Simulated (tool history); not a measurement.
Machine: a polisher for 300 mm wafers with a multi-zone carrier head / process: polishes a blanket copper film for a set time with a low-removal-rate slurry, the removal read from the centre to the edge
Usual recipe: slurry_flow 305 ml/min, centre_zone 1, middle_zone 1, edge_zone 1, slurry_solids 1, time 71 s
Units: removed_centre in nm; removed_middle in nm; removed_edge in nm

run,day,slurry_flow,centre_zone,middle_zone,edge_zone,slurry_solids,time,"incoming thickness of the incoming film, nm",removed_centre,removed_middle,removed_edge
1,0,305,1,1,1,1,71,608.7,103.6,116.1,116.1
# day 0.638: worn pad replaced by a new one
2,0.854,305,1,1,1,1,71,612,103.4,116.1,114.9
3,1.983,305,1,1,1.09,1.3,71,605.4,109.2,126,125.3
4,2.933,250,0.97,1,1,0.8,92,617.6,116.8,139.1,140
5,3.588,305,1,0.91,1,1,71,598,102.4,110.7,115.1
# day 3.725: centre zone pressure recalibrated
6,4.442,385,0.95,1,1,1.2,71,601.4,115.4,124.9,118.8
7,5.871,305,1,1,1,1,71,614.4,111.3,116,114.5
8,7.004,305,1,1,1,1,94,600.2,147.8,154.9,154.1
# day 7.638: edge zone pressure recalibrated
9,7.929,305,1,1,1,1,71,614.2,109.7,116.7,113.6
# day 8.429: worn pad replaced by a new one
10,8.946,305,1,0.92,1,1,80,602.7,124.1,125.3,129.5
# day 10.212: carrier head's membrane replaced by a new one
11,10.333,235,0.89,1,1,1,71,607.3,93,114.5,111.7
# day 10.575: slurry nozzle cleaned
12,11.508,305,1.12,1,1,1,71,607.5,121.9,116.1,118
13,12.042,305,0.9,1,0.97,1,71,617.5,95.9,116.2,112.7
14,12.779,355,1,0.89,1,1,71,619.5,109.8,109.3,117.1
15,13.796,305,1,1,1,1,71,611.7,107.2,116.9,114.4
16,15.146,270,0.93,1,1.04,1,92,606.5,126.8,148.9,149.5
# day 15.492: worn pad replaced by a new one
17,15.933,305,1.08,1.11,1,1,71,611.2,114.9,124.3,117.1
18,17.088,355,1,1,1,1,71,606,108.4,119.1,113.9
19,17.838,305,1,1,1,0.85,71,611.7,100.7,111.3,112.9
20,18.679,305,1.06,1,1,1,93,614.2,148.1,151.9,148.5

Some steps in removed_centre between neighbouring runs. How much of each would the tool show without its hidden state too (settings, what came in, random variation), and how much is left for the hidden state, with any gauge scatter that isn't in both results?
The hidden state here: removal rate lost through wear of the pad, %; slurry flow missing at the pad, %; deviation of the centre zone's pressure from its setpoint, %; deviation of the edge zone's pressure from its setpoint, %.
Run 5 -> 6: slurry_flow 305 -> 385, centre_zone 1 -> 0.95, middle_zone 0.91 -> 1, slurry_solids 1 -> 1.2, centre zone pressure recalibrated. removed_centre +13 nm: hidden state +9.4, all else +3.6.
Run 8 -> 9: time 94 -> 71, edge zone pressure recalibrated. removed_centre -38.1 nm: hidden state +0.5, all else -38.6.
Run 19 -> 20: centre_zone 1 -> 1.06, slurry_solids 0.85 -> 1, time 71 -> 93. removed_centre +47.4 nm: hidden state -4, all else +51.4.
